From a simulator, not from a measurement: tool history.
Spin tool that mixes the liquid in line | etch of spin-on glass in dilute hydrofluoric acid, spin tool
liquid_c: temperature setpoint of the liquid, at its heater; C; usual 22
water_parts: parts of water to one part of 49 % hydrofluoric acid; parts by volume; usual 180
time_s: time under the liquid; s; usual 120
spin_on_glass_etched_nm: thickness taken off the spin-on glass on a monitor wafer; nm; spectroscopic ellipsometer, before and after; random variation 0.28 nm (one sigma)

run,hour,liquid_c,water_parts,time_s,"read-back film thickness of the spin-on glass reference wafer, read on the same gauge (nm)",spin_on_glass_etched_nm
1,0,22,180,120,112.39,28.37
2,65.1,22,180,120,112.63,29.41
3,105.3,22,180,145,112.8,34.83
4,353.7,22,180,145,114.01,35.03
5,447.9,19.5,180,120,114.59,26.46
6,541.3,22,180,120,115.13,29.31
# hour 643.4: thermometer replaced
7,644.9,22,180,120,115.89,29.53
8,747,21,180,120,116.63,28.86
# hour 848.2: gauge calibrated
9,848.8,21,180,120,108.95,26.81
# hour 895.8: hydrofluoric acid flow meter replaced
10,899.2,21,180,120,108.95,26.56
11,987.1,24.5,145,100,109,33.08
12,1062.5,24,180,120,109.05,30.2
13,1159.3,26.5,180,60,109.18,16.51
14,1238.3,22,180,120,109.37,27.88
15,1316.6,26,180,120,109.53,32.87
16,1356.8,18.5,180,120,109.65,24.16
17,1418.2,26,210,160,109.82,36.14
18,1489.8,17.5,180,120,110.07,23.67
19,1529.5,26.5,180,70,110.2,19.36
20,1631.6,18,115,165,110.62,55.9
21,1701.7,18,115,165,110.94,55.69

3 ways to go on from here, each from the tool as it stands after run 21. What would each give?
A,1702.2,22,180,120,?,?
B,1702.2,22,105,55,?,?
C,1702.2,25.5,180,150,?,?

run,"read-back film thickness of the spin-on glass reference wafer, read on the same gauge (nm)",spin_on_glass_etched_nm
A,110.92,27.99
B,110.92,23.89
C,110.92,39.91
Without the tool's hidden state the same runs would have given:
run,spin_on_glass_etched_nm
A,27.76
B,23.69
C,39.57
